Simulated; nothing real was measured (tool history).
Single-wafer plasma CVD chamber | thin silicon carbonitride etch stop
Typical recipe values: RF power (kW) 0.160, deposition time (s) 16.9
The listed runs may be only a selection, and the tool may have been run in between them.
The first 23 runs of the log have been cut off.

| run | day | RF power (kW) | deposition time (s) | read-back reference wafer on the same gauge, thickness_nm | mean film thickness on the monitor wafer (angstrom) |
|---|---|---|---|---|---|
| 24 | 66.562 | 0.130 | 17.8 | 9.963 | 87.72 |
| 25 | 75.438 | 0.190 | 16.9 | 9.971 | 90.66 |
| 26 | 79.179 | 0.190 | 20.1 | 9.970 | 108.44 |
| 27 | 83.146 | 0.160 | 13.9 | 9.962 | 71.21 |
| 28 | 86.221 | 0.135 | 19.0 | 9.971 | 94.09 |
| 29 | 88.883 | 0.160 | 13.7 | 9.967 | 70.21 |
| 30 | 90.900 | 0.130 | 19.9 | 9.971 | 97.22 |
| 31 | 103.683 | 0.190 | 20.1 | 9.970 | 107.79 |
| 32 | 105.888 | 0.185 | 15.4 | 9.978 | 81.89 |
| 33 | 107.833 | 0.135 | 16.9 | 9.971 | 83.45 |
| 34 | 109.700 | 0.160 | 18.0 | 9.969 | 92.07 |
|  | 112.933 | gauge calibrated |
| 35 | 113.092 | 0.145 | 14.7 | 9.963 | 73.53 |

Forecast each of these 4 alternatives for the next run:
| A | 113.108 | 0.160 | 16.9 | ? | ? |
| B | 113.108 | 0.140 | 18.1 | ? | ? |
| C | 113.108 | 0.185 | 16.9 | ? | ? |
| D | 113.108 | 0.130 | 18.4 | ? | ? |

| run | read-back reference wafer on the same gauge, thickness_nm | mean film thickness on the monitor wafer (angstrom) |
|---|---|---|
| A | 9.977 | 86.61 |
| B | 9.977 | 89.93 |
| C | 9.977 | 89.67 |
| D | 9.977 | 89.90 |
Without the tool's unlogged condition, the same runs would have read:
| run | mean film thickness on the monitor wafer (angstrom) |
|---|---|
| A | 88.21 |
| B | 91.59 |
| C | 91.33 |
| D | 91.56 |
